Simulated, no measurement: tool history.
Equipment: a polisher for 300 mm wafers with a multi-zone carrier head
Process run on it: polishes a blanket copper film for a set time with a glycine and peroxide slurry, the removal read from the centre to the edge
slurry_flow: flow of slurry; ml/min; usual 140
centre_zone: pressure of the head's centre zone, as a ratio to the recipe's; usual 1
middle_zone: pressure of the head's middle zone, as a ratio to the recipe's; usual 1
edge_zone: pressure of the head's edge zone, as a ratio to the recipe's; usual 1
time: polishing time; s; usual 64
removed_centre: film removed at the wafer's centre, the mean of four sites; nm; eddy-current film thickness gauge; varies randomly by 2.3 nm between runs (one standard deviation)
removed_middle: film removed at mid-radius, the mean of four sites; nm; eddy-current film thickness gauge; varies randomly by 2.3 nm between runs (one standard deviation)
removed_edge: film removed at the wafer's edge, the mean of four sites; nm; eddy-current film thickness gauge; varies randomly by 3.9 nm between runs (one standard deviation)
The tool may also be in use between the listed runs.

run	hour	slurry_flow	centre_zone	middle_zone	edge_zone	time	wafers since the last listed run	wafers polished on this pad	hours since the slurry nozzle was cleaned	hours since the centre zone pressure was calibrated	hours since the edge zone pressure was calibrated	hours since the carrier head's membrane was replaced	incoming thickness of the incoming film, nm	removed_centre	removed_middle	removed_edge
1	0	140	1	1	1	64	0	2832	55.4	923.4	276.2	987.9	1454.2	290.9	295.1	289
2	53.5	140	1	0.96	1.1	57	810	3642	108.9	976.9	329.7	1041.4	1452.2	258.2	255.7	278.7
3	229.6	140	1.05	1	1.05	81	2666	6309	285	1153	505.8	1217.5	1448.9	381.9	368.7	376.1
# hour 247: edge zone pressure recalibrated
# hour 274.8: worn pad replaced by a new one
4	290.6	140	0.94	1	1	43	832	238	346	1214	43.6	1278.5	1445.4	191.9	205.5	204.6
5	344.7	140	1	1	1	64	819	1057	400.1	1268.1	97.7	1332.6	1452.8	298.9	301.2	298
# hour 369.5: centre zone pressure recalibrated
6	373.9	140	1	1.06	1	64	411	1469	429.3	4.4	126.9	1361.8	1447.7	295.7	314.2	293.4
7	425.6	140	0.94	0.88	1	46	782	2252	481	56.1	178.6	1413.5	1450.7	197.1	192.1	214.7
# hour 439.6: slurry nozzle cleaned
8	488.2	140	1	1	1	46	932	3185	48.6	118.7	241.2	1476.1	1459.9	206.4	212.8	212.4
9	519.3	140	1	1	1	64	470	3656	79.7	149.8	272.3	1507.2	1479.7	288.2	294.8	286.2
10	588.5	185	0.94	1	1	46	1047	4704	148.9	219	341.5	1576.4	1440.2	207.5	222.1	216.9
11	615.5	140	1	0.93	1.09	74	408	5113	175.9	246	368.5	1603.4	1442.3	332.7	317.1	347.5
12	693.2	140	1	0.95	1	64	1176	6289	253.6	323.7	446.2	1681.1	1458	286.7	278	288.9
# hour 717.1: worn pad replaced by a new one
13	721.3	140	0.92	0.92	1.07	45	364	64	281.7	351.8	474.3	1709.2	1469	196.7	202.2	224.7
# hour 728.5: carrier head's membrane replaced by a new one
14	746.3	95	0.9	1.04	1	72	302	366	306.7	376.8	499.3	17.8	1465.5	257	307.3	303.2
# hour 806.7: edge zone pressure recalibrated
15	837.3	180	1.11	1.07	1	64	1347	1714	397.7	467.8	30.6	108.8	1439.3	346.3	336.7	308.6
# hour 870.2: slurry nozzle cleaned
16	897.8	140	1	1	1	64	901	2615	27.6	528.3	91.1	169.3	1449.2	287	291	291.9
17	957.8	140	0.93	1	1	53	908	3524	87.6	588.3	151.1	229.3	1462.9	221.5	244.6	239.9
18	985.2	160	0.92	1	1	64	414	3939	115	615.7	178.5	256.7	1453.3	274.2	300.6	299.3
19	1040.3	185	1.11	1	1	55	834	4773	170.1	670.8	233.6	311.8	1484.1	294.9	268.6	262.8
20	1093.3	140	1	0.92	1	64	802	5576	223.1	723.8	286.6	364.8	1447.3	290.2	268.3	290.9
21	1124.8	140	1	0.89	1	64	477	6053	254.6	755.3	318.1	396.3	1473.2	288.4	265	287.7
22	1150.8	100	1	1.07	1	64	393	6446	280.6	781.3	344.1	422.3	1433.1	250.7	272.9	267.2
# hour 1192: worn pad replaced by a new one
23	1252	140	1.05	0.95	0.96	64	1471	908	381.8	882.5	445.3	523.5	1472.7	311.8	289.8	294.8

For each entry between runs, how does the tool's hidden state at the last listed run before it compare with that at the first listed run after it?
From run 3 to run 4: edge zone pressure recalibrated (hour 247); worn pad replaced by a new one (hour 274.8)
  removal rate lost through wear of the pad, %: 5.79 -> 1.1
  measured result minus the result with no hidden state, removed_centre: -23.5 -> -2.1 nm; removed_middle: -22.6 -> -2.2 nm; removed_edge: -23.1 -> -2.3 nm
From run 5 to run 6: centre zone pressure recalibrated (hour 369.5)
  removal rate lost through wear of the pad, %: 2.7 -> 3.37
  measured result minus the result with no hidden state, removed_centre: -8.3 -> -10.3 nm; removed_middle: -8.4 -> -10.9 nm; removed_edge: -8.3 -> -10.3 nm
From run 7 to run 8: slurry nozzle cleaned (hour 439.6)
  removal rate lost through wear of the pad, %: 4.28 -> 5.05
  measured result minus the result with no hidden state, removed_centre: -8.8 -> -11 nm; removed_middle: -8.6 -> -11.3 nm; removed_edge: -9.6 -> -11.3 nm
From run 12 to run 13: worn pad replaced by a new one (hour 717.1)
  removal rate lost through wear of the pad, %: 6.2 -> 0.624
  measured result minus the result with no hidden state, removed_centre: -19 -> -1.3 nm; removed_middle: -18.4 -> -1.2 nm; removed_edge: -19.1 -> -1.4 nm
From run 13 to run 14: carrier head's membrane replaced by a new one (hour 728.5)
  removal rate lost through wear of the pad, %: 0.624 -> 1.49
  measured result minus the result with no hidden state, removed_centre: -1.3 -> -3.9 nm; removed_middle: -1.2 -> -4.7 nm; removed_edge: -1.4 -> -4.6 nm
From run 14 to run 15: edge zone pressure recalibrated (hour 806.7)
  removal rate lost through wear of the pad, %: 1.49 -> 3.71
  measured result minus the result with no hidden state, removed_centre: -3.9 -> -13.3 nm; removed_middle: -4.7 -> -13 nm; removed_edge: -4.6 -> -11.9 nm
From run 15 to run 16: slurry nozzle cleaned (hour 870.2)
  removal rate lost through wear of the pad, %: 3.71 -> 4.62
  measured result minus the result with no hidden state, removed_centre: -13.3 -> -13.9 nm; removed_middle: -13 -> -14.1 nm; removed_edge: -11.9 -> -14.2 nm
From run 22 to run 23: worn pad replaced by a new one (hour 1192)
  removal rate lost through wear of the pad, %: 6.18 -> 2.09
  measured result minus the result with no hidden state, removed_centre: -16.6 -> -6.7 nm; removed_middle: -18 -> -6.2 nm; removed_edge: -17.6 -> -6.3 nm
